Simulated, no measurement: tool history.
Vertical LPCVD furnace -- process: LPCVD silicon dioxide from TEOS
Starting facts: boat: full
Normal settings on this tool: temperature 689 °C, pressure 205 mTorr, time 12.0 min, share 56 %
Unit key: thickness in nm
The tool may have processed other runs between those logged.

run,hour,temperature,pressure,time,share,wafers since the last listed run,hours since the last temperature calibration,hours since the pressure gauge was zeroed,hours since the TEOS flow controller was replaced,hours since the gauge calibration,"read-back reference wafer on the same gauge, thickness",thickness
1,0.0,689,205,12.0,56,0,2265.6,2859.6,4889.5,1036.4,46.52,49.35
2,67.1,689,205,12.0,56,973,2332.7,2926.7,4956.6,1103.5,46.44,49.25
3,114.4,689,205,9.0,56,686,2380.0,2974.0,5003.9,1150.8,46.48,36.82
4,177.6,689,205,9.0,56,916,2443.2,3037.2,5067.1,1214.0,46.44,36.77
5,234.1,689,205,9.0,56,819,2499.7,3093.7,5123.6,1270.5,46.43,36.92
6,303.9,689,205,12.0,56,1012,2569.5,3163.5,5193.4,1340.3,46.46,49.24
# hour 375.1: thermocouples replaced and temperature profile calibrated
# hour 384.4: pressure gauge zeroed
7,384.9,689,205,12.0,56,691,9.8,0.5,5274.4,1421.3,46.40,49.23
8,389.2,689,205,12.0,56,62,14.1,4.8,5278.7,1425.6,46.49,49.05
9,434.8,698,205,12.0,56,661,59.7,50.4,5324.3,1471.2,46.42,60.37
# hour 437.0: gauge calibrated
10,465.9,698,205,12.0,56,451,90.8,81.5,5355.4,28.9,48.04,62.98
11,493.6,698,205,12.0,56,401,118.5,109.2,5383.1,56.6,48.00,63.17
12,560.7,700,190,8.0,61,973,185.6,176.3,5450.2,123.7,47.76,44.06
# hour 608.9: TEOS flow controller replaced
13,609.4,689,205,9.0,56,358,234.3,225.0,0.5,172.4,47.68,38.05
14,648.7,694,220,14.5,45,570,273.6,264.3,39.8,211.7,47.66,63.68
15,673.3,689,240,12.0,59,356,298.2,288.9,64.4,236.3,47.58,55.73
16,714.7,689,170,10.5,45,600,339.6,330.3,105.8,277.7,47.45,35.87
17,762.4,698,205,12.0,56,692,387.3,378.0,153.5,325.4,47.40,62.15
18,790.3,689,175,12.0,48,404,415.2,405.9,181.4,353.3,47.37,42.92
19,847.0,689,205,12.0,56,822,471.9,462.6,238.1,410.0,47.26,50.35
20,882.3,685,165,14.0,47,512,507.2,497.9,273.4,445.3,47.30,43.42
21,979.1,689,205,12.0,56,1404,604.0,594.7,370.2,542.1,47.12,50.05
22,1039.9,683,220,8.0,56,882,664.8,655.5,431.0,602.9,47.06,29.67
23,1090.3,689,205,8.5,56,731,715.2,705.9,481.4,653.3,47.04,35.31
24,1139.3,689,205,7.5,56,710,764.2,754.9,530.4,702.3,46.98,31.12
25,1194.5,689,250,13.5,56,800,819.4,810.1,585.6,757.5,46.92,62.05
26,1238.3,689,160,12.0,46,635,863.2,853.9,629.4,801.3,46.95,39.76
27,1303.2,689,205,12.0,56,941,928.1,918.8,694.3,866.2,46.87,49.66
28,1330.6,689,230,12.0,56,397,955.5,946.2,721.7,893.6,46.88,52.63
29,1368.9,689,205,15.5,56,555,993.8,984.5,760.0,931.9,46.93,64.22
30,1425.3,686,205,9.0,50,818,1050.2,1040.9,816.4,988.3,46.94,32.52

The same runs without the tool's hidden state, with the same run-to-run variation:
The tool's hidden condition here consists of: true tube temperature minus thermocouple reading, K; true pressure minus gauge reading, mTorr; deviation of the TEOS flow from its setpoint, %; gauge reads high (%).
run,thickness
1,50.86
2,50.77
3,37.97
4,37.93
5,38.09
6,50.82
7,50.82
8,50.64
9,62.34
10,62.77
11,63.06
12,44.15
13,38.22
14,64.07
15,56.13
16,36.18
17,62.80
18,43.40
19,51.00
20,44.03
21,50.85
22,30.18
23,35.96
24,31.72
25,63.27
26,40.57
27,50.71
28,53.75
29,65.61
30,33.24

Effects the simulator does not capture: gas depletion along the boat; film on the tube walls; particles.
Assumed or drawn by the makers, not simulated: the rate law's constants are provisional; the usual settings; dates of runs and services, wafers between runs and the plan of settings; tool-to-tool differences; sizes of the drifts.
